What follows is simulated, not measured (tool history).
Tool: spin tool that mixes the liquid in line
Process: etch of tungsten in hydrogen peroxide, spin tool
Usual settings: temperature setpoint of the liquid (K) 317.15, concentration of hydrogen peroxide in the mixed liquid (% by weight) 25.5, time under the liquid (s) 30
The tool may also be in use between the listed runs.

run,hour,temperature setpoint of the liquid (K),concentration of hydrogen peroxide in the mixed liquid (% by weight),time under the liquid (s),"read-back film thickness of the tungsten reference wafer, read on the same gauge (nm)",thickness taken off the tungsten on a monitor wafer (Å)
1,0.0,317.15,25.5,30,49.99,602.9
2,14.1,317.15,25.5,30,50.03,600.6
3,29.7,317.15,25.5,30,49.98,608.1
4,42.5,317.15,25.5,30,50.00,601.9
# hour 53.1: gauge calibrated
5,55.3,317.15,25.5,30,49.99,608.7
6,73.0,313.15,29.5,25,50.02,420.2
7,89.4,322.65,22.0,15,49.98,392.5
8,97.1,314.15,19.0,15,50.00,216.0
9,112.1,322.65,22.0,15,49.99,395.7
10,146.3,326.65,30.0,15,49.99,585.0
# hour 156.6: thermometer replaced
# hour 160.3: new drum of peroxide connected
11,163.8,320.65,25.5,30,50.00,744.0
12,174.8,317.15,25.5,30,49.99,593.1
13,188.3,312.65,30.0,30,50.06,484.2

Run 14 comes next. What will it give?
14,199.6,310.15,28.0,15,?,?

{"run 14": {"read-back film thickness of the tungsten reference wafer, read on the same gauge (nm)": 50.02, "thickness taken off the tungsten on a monitor wafer (Å)": 197.1}}
Without the tool's hidden state the same run would have given thickness taken off the tungsten on a monitor wafer (Å) 222.1.
